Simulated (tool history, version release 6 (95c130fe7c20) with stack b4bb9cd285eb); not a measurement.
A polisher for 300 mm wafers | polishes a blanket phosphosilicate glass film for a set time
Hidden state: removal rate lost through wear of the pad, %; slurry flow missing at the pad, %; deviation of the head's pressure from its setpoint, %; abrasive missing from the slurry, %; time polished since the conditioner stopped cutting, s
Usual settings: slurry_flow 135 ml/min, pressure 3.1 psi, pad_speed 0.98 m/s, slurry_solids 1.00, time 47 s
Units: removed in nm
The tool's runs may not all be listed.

run     day  slurry_flow  pressure  pad_speed  slurry_solids  time  wafers since the last listed run  wafers polished on this pad  hours since the slurry nozzle was cleaned  hours since the head pressure was calibrated  hours since the slurry blender was calibrated  hours since the conditioning disc was replaced  incoming thickness of the incoming film, nm  removed
  1   0.000          135       3.1       0.78           1.00    41                                 0                          837                                      643.9                                         942.3                                           40.8                                           150.0                                       3810.5    245.6
      0.633  -- slurry nozzle cleaned
  2   4.171          135       3.1       0.78           1.00    41                               978                         1815                                       84.9                                        1042.4                                          140.9                                           250.1                                       3827.8    240.0
      5.383  -- conditioning disc replaced and pad reconditioned
      5.425  -- worn pad replaced by a new one
      7.217  -- slurry blender recalibrated
  3   7.658          135       3.1       0.98           1.00    47                               776                          509                                      168.6                                        1126.1                                           10.6                                            54.6                                       3721.8    317.5
  4  10.812          135       3.1       0.98           1.00    47                               747                         1256                                      244.3                                        1201.8                                           86.3                                           130.3                                       3751.9    312.0
     12.338  -- worn pad replaced by a new one
  5  12.921          135       3.1       0.98           1.00    47                               460                          138                                      294.9                                        1252.4                                          136.9                                           180.9                                       3784.9    304.9
     15.946  -- slurry blender recalibrated
     16.242  -- conditioning disc replaced and pad reconditioned
  6  16.296          135       3.1       0.98           1.00    43                               760                          898                                      375.9                                        1333.4                                            8.4                                             1.3                                       3748.1    311.9
     19.229  -- worn pad replaced by a new one
  7  19.250          135       3.1       0.98           1.00    43                               660                            4                                      446.8                                        1404.3                                           79.3                                            72.2                                       3771.4    293.8
  8  20.988          155       3.1       0.64           1.00    47                               411                          416                                      488.5                                        1446.0                                          121.0                                           113.9                                       3761.1    265.4
     22.079  -- head pressure recalibrated
  9  22.733          170       2.5       0.98           1.00    47                               393                          810                                      530.4                                          15.7                                          162.9                                           155.8                                       3821.9    265.8
     23.092  -- slurry blender recalibrated
 10  24.471          135       3.1       0.98           0.90    47                               391                         1202                                      572.1                                          57.4                                           33.1                                           197.5                                       3808.2    283.4
     26.117  -- slurry nozzle cleaned
     26.558  -- worn pad replaced by a new one
 11  28.321          135       3.1       0.98           1.00    47                               862                          417                                       52.9                                         149.8                                          125.5                                           289.9                                       3700.9    306.9
     30.525  -- conditioning disc replaced and pad reconditioned
     32.171  -- slurry blender recalibrated
 12  32.717          120       3.1       1.14           1.00    47                              1002                         1419                                      158.4                                         255.3                                           13.1                                            52.6                                       3691.2    342.2
     34.354  -- worn pad replaced by a new one
 13  36.138          155       2.0       0.98           1.30    33                               771                          422                                      240.5                                         337.4                                           95.2                                           134.7                                       3721.0    177.6
     39.162  -- slurry blender recalibrated
 14  39.775          135       2.2       0.98           1.00    52                               842                         1264                                      327.8                                         424.7                                           14.7                                           222.0                                       3805.6    250.4

4 ways to go on from here, each from the tool as it stands after run 14. What would each give?
  A  39.792          135       2.2       0.98           1.00    47                                 3                         1268                                      328.2                                         425.1                                           15.1                                           222.4                                       3772.4        ?
  B  39.792          155       2.3       0.98           1.25    47                                 3                         1268                                      328.2                                         425.1                                           15.1                                           222.4                                       3772.4        ?
  C  39.792          135       3.6       0.98           1.30    47                                 3                         1268                                      328.2                                         425.1                                           15.1                                           222.4                                       3772.4        ?
  D  39.792          135       3.1       0.84           1.00    41                                 3                         1268                                      328.2                                         425.1                                           15.1                                           222.4                                       3772.4        ?

run  removed
  A    222.8
  B    276.0
  C    413.7
  D    248.8
Without the tool's hidden state the same runs would have given:
run  removed
  A    241.7
  B    300.3
  C    467.3
  D    274.8
